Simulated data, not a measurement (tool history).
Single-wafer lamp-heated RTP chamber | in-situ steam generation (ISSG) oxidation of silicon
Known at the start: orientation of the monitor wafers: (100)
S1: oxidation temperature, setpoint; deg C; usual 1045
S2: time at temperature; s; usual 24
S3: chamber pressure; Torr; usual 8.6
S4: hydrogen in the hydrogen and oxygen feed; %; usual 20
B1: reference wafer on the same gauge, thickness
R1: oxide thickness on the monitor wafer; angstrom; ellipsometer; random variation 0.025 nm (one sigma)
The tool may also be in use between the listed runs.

run 1 day=0 | S1=1045 S2=24 S3=8.6 S4=20 | B1=8.255 | R1=77.45
run 2 day=2.738 | S1=1045 S2=24 S3=8.6 S4=20 | B1=8.266 | R1=77.62
-- day=3.292 pyrometer window cleaned and pyrometer calibrated
run 3 day=4.788 | S1=1045 S2=24 S3=8.6 S4=20 | B1=8.264 | R1=74.91
run 4 day=6.567 | S1=1045 S2=24 S3=8.6 S4=20 | B1=8.257 | R1=75.36
run 5 day=8.192 | S1=1045 S2=24 S3=8.6 S4=20 | B1=8.256 | R1=75.62
run 6 day=9.862 | S1=1045 S2=24 S3=8.6 S4=20 | B1=8.263 | R1=75.61
run 7 day=11.908 | S1=1045 S2=24 S3=8.2 S4=20 | B1=8.252 | R1=76.12
run 8 day=13.767 | S1=1045 S2=24 S3=8.2 S4=20 | B1=8.261 | R1=76.21
run 9 day=16.204 | S1=1045 S2=24 S3=8.6 S4=20 | B1=8.266 | R1=76.4
run 10 day=18.55 | S1=1045 S2=21 S3=8.6 S4=20 | B1=8.251 | R1=70.76
run 11 day=19.962 | S1=1045 S2=21 S3=8.6 S4=20 | B1=8.255 | R1=71.68
-- day=20.938 pressure gauge zeroed
-- day=20.946 gauge calibrated
run 12 day=22.333 | S1=1045 S2=24 S3=8.6 S4=26 | B1=8.254 | R1=81.53
-- day=25.992 pyrometer window cleaned and pyrometer calibrated
run 13 day=27.342 | S1=1056 S2=24 S3=8.6 S4=20 | B1=8.261 | R1=79.83
run 14 day=30.175 | S1=1030 S2=14 S3=7.7 S4=24 | B1=8.257 | R1=56.24
-- day=30.938 hydrogen flow controller replaced
run 15 day=32.162 | S1=1045 S2=24 S3=9.1 S4=20 | B1=8.267 | R1=75.4
run 16 day=35.038 | S1=1035 S2=30 S3=9.6 S4=27 | B1=8.256 | R1=85.75
run 17 day=36.521 | S1=1045 S2=24 S3=8.6 S4=20 | B1=8.253 | R1=76.58
run 18 day=38.683 | S1=1058 S2=21 S3=8.6 S4=20 | B1=8.243 | R1=76.74
run 19 day=39.808 | S1=1053 S2=28 S3=7.8 S4=20 | B1=8.262 | R1=87.42
run 20 day=40.954 | S1=1045 S2=24 S3=8.6 S4=20 | B1=8.257 | R1=76.45
run 21 day=42.517 | S1=1045 S2=24 S3=8.6 S4=13 | B1=8.251 | R1=69.94
run 22 day=44.933 | S1=1033 S2=20 S3=8.6 S4=23 | B1=8.266 | R1=67.81
run 23 day=46.021 | S1=1025 S2=20 S3=8.6 S4=11 | B1=8.265 | R1=55.66
-- day=49.092 pyrometer window cleaned and pyrometer calibrated
run 24 day=49.112 | S1=1031 S2=24 S3=8.6 S4=20 | B1=8.245 | R1=69.47
run 25 day=50.375 | S1=1045 S2=24 S3=8.6 S4=20 | B1=8.245 | R1=75.17

Forecast each of these 4 alternatives for the next run:
run A day=50.392 | S1=1045 S2=24 S3=8.6 S4=20 | B1=? | R1=?
run B day=50.392 | S1=1045 S2=27 S3=9.3 S4=20 | B1=? | R1=?
run C day=50.392 | S1=1045 S2=24 S3=7.7 S4=11 | B1=? | R1=?
run D day=50.392 | S1=1045 S2=30 S3=7.4 S4=20 | B1=? | R1=?

run=A B1=8.247 R1=74.97
run=B B1=8.247 R1=79.25
run=C B1=8.247 R1=65.97
run=D B1=8.247 R1=84.65
Without the tool's hidden state the same runs would have given:
run=A R1=74.39
run=B R1=78.62
run=C R1=65.46
run=D R1=83.96
